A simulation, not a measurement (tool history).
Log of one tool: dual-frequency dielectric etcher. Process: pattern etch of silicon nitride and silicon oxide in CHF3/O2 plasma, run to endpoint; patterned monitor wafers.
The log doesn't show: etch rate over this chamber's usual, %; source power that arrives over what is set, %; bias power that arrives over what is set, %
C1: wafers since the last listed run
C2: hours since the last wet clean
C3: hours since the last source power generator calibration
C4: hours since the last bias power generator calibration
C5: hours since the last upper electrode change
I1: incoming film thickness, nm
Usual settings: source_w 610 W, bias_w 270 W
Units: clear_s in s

{"run": 1, "hour": 0.0, "source_w": 610, "bias_w": 270, "C1": 0, "C2": 201.9, "C3": 810.9, "C4": 2550.7, "C5": 5060.7, "I1": 157.5, "clear_s": 86.2}
{"run": 2, "hour": 84.4, "source_w": 610, "bias_w": 270, "C1": 766, "C2": 286.3, "C3": 895.3, "C4": 2635.1, "C5": 5145.1, "I1": 156.4, "clear_s": 86.4}
{"hour": 148.0, "done": "wet clean of the chamber"}
{"run": 3, "hour": 155.0, "source_w": 610, "bias_w": 308, "C1": 423, "C2": 7, "C3": 965.9, "C4": 2705.7, "C5": 5215.7, "I1": 158.2, "clear_s": 83.1}
{"run": 4, "hour": 244.1, "source_w": 560, "bias_w": 296, "C1": 809, "C2": 96.1, "C3": 1055, "C4": 2794.8, "C5": 5304.8, "I1": 156.6, "clear_s": 85.9}
{"run": 5, "hour": 293.6, "source_w": 560, "bias_w": 296, "C1": 449, "C2": 145.6, "C3": 1104.5, "C4": 2844.3, "C5": 5354.3, "I1": 156.6, "clear_s": 85.9}
{"run": 6, "hour": 379.9, "source_w": 560, "bias_w": 296, "C1": 784, "C2": 231.9, "C3": 1190.8, "C4": 2930.6, "C5": 5440.6, "I1": 155.8, "clear_s": 85.1}
{"run": 7, "hour": 453.1, "source_w": 610, "bias_w": 270, "C1": 665, "C2": 305.1, "C3": 1264, "C4": 3003.8, "C5": 5513.8, "I1": 156.6, "clear_s": 85.1}
{"hour": 500.9, "done": "wet clean of the chamber"}
{"run": 8, "hour": 517.0, "source_w": 610, "bias_w": 270, "C1": 362, "C2": 16.1, "C3": 1327.9, "C4": 3067.7, "C5": 5577.7, "I1": 157, "clear_s": 85.3}
{"hour": 571.4, "done": "upper electrode replaced"}
{"run": 9, "hour": 586.5, "source_w": 610, "bias_w": 270, "C1": 413, "C2": 85.6, "C3": 1397.4, "C4": 3137.2, "C5": 15.1, "I1": 156.3, "clear_s": 85.6}
{"run": 10, "hour": 649.2, "source_w": 610, "bias_w": 270, "C1": 569, "C2": 148.3, "C3": 1460.1, "C4": 3199.9, "C5": 77.8, "I1": 157, "clear_s": 85.6}
{"run": 11, "hour": 713.8, "source_w": 610, "bias_w": 270, "C1": 587, "C2": 212.9, "C3": 1524.7, "C4": 3264.5, "C5": 142.4, "I1": 157.3, "clear_s": 84.9}
{"run": 12, "hour": 756.9, "source_w": 480, "bias_w": 219, "C1": 391, "C2": 256, "C3": 1567.8, "C4": 3307.6, "C5": 185.5, "I1": 156.5, "clear_s": 101.7}
{"hour": 796.8, "done": "bias power generator calibrated"}
{"run": 13, "hour": 845.6, "source_w": 610, "bias_w": 270, "C1": 769, "C2": 344.7, "C3": 1656.5, "C4": 48.8, "C5": 274.2, "I1": 156.8, "clear_s": 84.8}
{"hour": 940.1, "done": "wet clean of the chamber"}
{"run": 14, "hour": 940.6, "source_w": 610, "bias_w": 298, "C1": 645, "C2": 0.5, "C3": 1751.5, "C4": 143.8, "C5": 369.2, "I1": 158.1, "clear_s": 82.7}
{"run": 15, "hour": 982.3, "source_w": 610, "bias_w": 231, "C1": 378, "C2": 42.2, "C3": 1793.2, "C4": 185.5, "C5": 410.9, "I1": 158, "clear_s": 89.1}
{"hour": 1068.8, "done": "source power generator calibrated"}
{"run": 16, "hour": 1077.5, "source_w": 480, "bias_w": 305, "C1": 828, "C2": 137.4, "C3": 8.7, "C4": 280.7, "C5": 506.1, "I1": 155.9, "clear_s": 91.5}
{"run": 17, "hour": 1144.6, "source_w": 680, "bias_w": 236, "C1": 609, "C2": 204.5, "C3": 75.8, "C4": 347.8, "C5": 573.2, "I1": 158, "clear_s": 86.2}
{"run": 18, "hour": 1197.4, "source_w": 550, "bias_w": 218, "C1": 479, "C2": 257.3, "C3": 128.6, "C4": 400.6, "C5": 626, "I1": 155.7, "clear_s": 95.7}
{"run": 19, "hour": 1279.5, "source_w": 610, "bias_w": 224, "C1": 746, "C2": 339.4, "C3": 210.7, "C4": 482.7, "C5": 708.1, "I1": 156.3, "clear_s": 91}
{"hour": 1391.1, "done": "wet clean of the chamber"}
{"run": 20, "hour": 1391.6, "source_w": 610, "bias_w": 330, "C1": 800, "C2": 0.5, "C3": 322.8, "C4": 594.8, "C5": 820.2, "I1": 157.2, "clear_s": 81.2}
{"run": 21, "hour": 1483.9, "source_w": 510, "bias_w": 245, "C1": 838, "C2": 92.8, "C3": 415.1, "C4": 687.1, "C5": 912.5, "I1": 157.4, "clear_s": 96.4}
{"run": 22, "hour": 1524.0, "source_w": 610, "bias_w": 270, "C1": 364, "C2": 132.9, "C3": 455.2, "C4": 727.2, "C5": 952.6, "I1": 156.3, "clear_s": 85.8}
{"run": 23, "hour": 1623.9, "source_w": 750, "bias_w": 328, "C1": 907, "C2": 232.8, "C3": 555.1, "C4": 827.1, "C5": 1052.5, "I1": 157.9, "clear_s": 74.5}

What the log doesn't show, run by run:
etch rate over this chamber's usual, %: 0 in every run
bias power that arrives over what is set, %: 0 in every run
H1: source power that arrives over what is set, %
run=1 H1=1.67
run=2 H1=1.87
run=3 H1=2.05
run=4 H1=2.3
run=5 H1=2.45
run=6 H1=2.72
run=7 H1=2.97
run=8 H1=3.2
run=9 H1=3.46
run=10 H1=3.71
run=11 H1=3.98
run=12 H1=4.16
run=13 H1=4.56
run=14 H1=5
run=15 H1=5.21
run=16 H1=0.392
run=17 H1=0.4
run=18 H1=0.415
run=19 H1=0.453
run=20 H1=0.536
run=21 H1=0.63
run=22 H1=0.679
run=23 H1=0.818
